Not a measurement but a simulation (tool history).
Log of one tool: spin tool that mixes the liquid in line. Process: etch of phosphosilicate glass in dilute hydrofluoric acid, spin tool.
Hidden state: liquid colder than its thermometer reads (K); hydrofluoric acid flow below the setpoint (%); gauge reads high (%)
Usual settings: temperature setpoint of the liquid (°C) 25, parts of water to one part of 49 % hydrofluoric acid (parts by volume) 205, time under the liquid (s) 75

run	hour	temperature setpoint of the liquid (°C)	parts of water to one part of 49 % hydrofluoric acid (parts by volume)	time under the liquid (s)	wafers since the last listed run	hours since the thermometer was replaced	hours since the hydrofluoric acid flow meter was replaced	hours since the gauge calibration	read-back film thickness of the phosphosilicate glass reference wafer, read on the same gauge (nm)	thickness taken off the phosphosilicate glass on a monitor wafer (nm)
1	0	25	205	75	0	1377.6	1533.8	1207	91.91	38.25
2	52.8	23	270	75	536	1430.4	1586.6	1259.8	91.99	25.56
3	146.2	23	270	75	948	1523.8	1680	1353.2	92.12	25.44
4	222.3	23	270	75	773	1599.9	1756.1	1429.3	92.23	25.15
5	306.8	25	205	75	858	1684.4	1840.6	1513.8	92.33	38.52
# hour 348.1: hydrofluoric acid flow meter replaced
6	349.4	25	205	75	422	1727	1.3	1556.4	92.4	38.14
7	422.3	25	205	75	740	1799.9	74.2	1629.3	92.48	38.65
8	507	25	205	75	860	1884.6	158.9	1714	92.59	38.44
9	548.5	25	205	75	421	1926.1	200.4	1755.5	92.68	38.88
10	627.8	25	205	75	805	2005.4	279.7	1834.8	92.76	37.98
11	714.6	25	205	55	881	2092.2	366.5	1921.6	92.9	28.27
12	796.7	29	290	60	834	2174.3	448.6	2003.7	93.01	23.18
13	863.6	27	230	65	679	2241.2	515.5	2070.6	93.09	31.47
14	931.3	25	205	75	687	2308.9	583.2	2138.3	93.19	39.21
# hour 939.1: thermometer replaced
15	981.4	26.5	285	75	498	42.3	633.3	2188.4	93.25	27.19
16	1079.2	20	205	115	993	140.1	731.1	2286.2	93.38	48.84
17	1147.7	25	205	75	695	208.6	799.6	2354.7	93.48	38.14
18	1207.2	29	205	75	604	268.1	859.1	2414.2	93.57	44.99
19	1271.1	25	145	60	649	332	923	2478.1	93.66	47.12
20	1373.4	26.5	120	75	1039	434.3	1025.3	2580.4	93.78	78.6
21	1413	28	145	105	402	473.9	1064.9	2620	93.86	91.46
# hour 1432.1: gauge calibrated
22	1475.1	25	285	115	630	536	1127	43	89.99	37.74
23	1562.8	28.5	290	50	891	623.7	1214.7	130.7	90.11	18.13
24	1607.8	25	205	90	457	668.7	1259.7	175.7	90.17	44.06
25	1649.9	25	300	75	427	710.8	1301.8	217.8	90.22	22.98
26	1729.7	25	205	75	810	790.6	1381.6	297.6	90.34	37.15
27	1778.2	23.5	240	90	492	839.1	1430.1	346.1	90.4	34.81
28	1829.7	25	205	75	523	890.6	1481.6	397.6	90.47	38.03
29	1935.7	30	205	75	1076	996.6	1587.6	503.6	90.6	45.2
30	1978.1	25	175	75	430	1039	1630	546	90.67	45.49
31	2067.2	25	205	75	905	1128.1	1719.1	635.1	90.78	37.45

Some steps in thickness taken off the phosphosilicate glass on a monitor wafer (nm) between neighbouring runs. How much of each would the tool show without its hidden state too (settings, what came in, random variation), and how much is left for the hidden state, with any gauge scatter that isn't in both results?
Run 15 -> 16: temperature setpoint of the liquid (°C) 26.5 -> 20, parts of water to one part of 49 % hydrofluoric acid (parts by volume) 285 -> 205, time under the liquid (s) 75 -> 115. thickness taken off the phosphosilicate glass on a monitor wafer (nm) +21.65: hidden state +0.82, all else +20.83.
Run 19 -> 20: temperature setpoint of the liquid (°C) 25 -> 26.5, parts of water to one part of 49 % hydrofluoric acid (parts by volume) 145 -> 120, time under the liquid (s) 60 -> 75. thickness taken off the phosphosilicate glass on a monitor wafer (nm) +31.48: hidden state +1.34, all else +30.14.
Run 21 -> 22: temperature setpoint of the liquid (°C) 28 -> 25, parts of water to one part of 49 % hydrofluoric acid (parts by volume) 145 -> 285, time under the liquid (s) 105 -> 115, gauge calibrated. thickness taken off the phosphosilicate glass on a monitor wafer (nm) -53.72: hidden state -3.76, all else -49.96.
Run 23 -> 24: temperature setpoint of the liquid (°C) 28.5 -> 25, parts of water to one part of 49 % hydrofluoric acid (parts by volume) 290 -> 205, time under the liquid (s) 50 -> 90. thickness taken off the phosphosilicate glass on a monitor wafer (nm) +25.93: hidden state +0.06, all else +25.87.
